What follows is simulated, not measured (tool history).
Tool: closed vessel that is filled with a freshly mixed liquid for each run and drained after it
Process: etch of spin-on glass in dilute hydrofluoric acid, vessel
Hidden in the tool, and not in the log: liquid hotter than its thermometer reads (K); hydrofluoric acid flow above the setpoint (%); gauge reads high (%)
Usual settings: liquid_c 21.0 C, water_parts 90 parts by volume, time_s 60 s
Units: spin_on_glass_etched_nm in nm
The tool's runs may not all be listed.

run,hour,liquid_c,water_parts,time_s,wafers since the last listed run,hours since the thermometer was replaced,hours since the hydrofluoric acid flow meter was replaced,hours since the gauge calibration,"read-back film thickness of the spin-on glass reference wafer, read on the same gauge (nm)",spin_on_glass_etched_nm
1,0.0,21.0,90,60,0,1853.2,125.0,33.4,99.61,21.35
2,115.1,21.0,90,60,16054,1968.3,240.1,148.5,99.13,21.63
3,178.4,21.0,105,60,8829,2031.6,303.4,211.8,98.89,18.17
4,235.9,21.0,105,60,8020,2089.1,360.9,269.3,98.62,17.94
# hour 283.3: hydrofluoric acid flow meter replaced
# hour 285.0: thermometer replaced
5,285.7,21.0,105,60,6667,0.7,2.4,319.1,98.39,17.90
6,317.4,21.0,90,65,4421,32.4,34.1,350.8,98.28,23.13
7,381.0,21.0,90,65,8871,96.0,97.7,414.4,98.06,22.91
8,415.4,26.0,90,35,4798,130.4,132.1,448.8,97.93,15.14
9,477.5,19.0,90,85,8662,192.5,194.2,510.9,97.71,27.35
# hour 486.5: gauge calibrated
10,542.6,18.0,100,30,9080,257.6,259.3,56.1,99.98,8.49
11,571.5,23.5,120,95,4031,286.5,288.2,85.0,99.89,27.42
12,606.5,21.0,90,60,4881,321.5,323.2,120.0,99.73,21.50
13,637.1,21.0,90,60,4268,352.1,353.8,150.6,99.67,21.68
14,686.0,19.5,105,40,6820,401.0,402.7,199.5,99.45,11.22

Forecast each of these 3 alternatives for the next run:
A,686.7,21.0,90,60,97,401.7,403.4,200.2,?,?
B,686.7,18.5,50,30,97,401.7,403.4,200.2,?,?
C,686.7,23.0,115,30,97,401.7,403.4,200.2,?,?

run,"read-back film thickness of the spin-on glass reference wafer, read on the same gauge (nm)",spin_on_glass_etched_nm
A,99.44,21.40
B,99.44,18.17
C,99.44,8.82
Without the tool's hidden state the same runs would have given:
run,spin_on_glass_etched_nm
A,21.53
B,18.28
C,8.87

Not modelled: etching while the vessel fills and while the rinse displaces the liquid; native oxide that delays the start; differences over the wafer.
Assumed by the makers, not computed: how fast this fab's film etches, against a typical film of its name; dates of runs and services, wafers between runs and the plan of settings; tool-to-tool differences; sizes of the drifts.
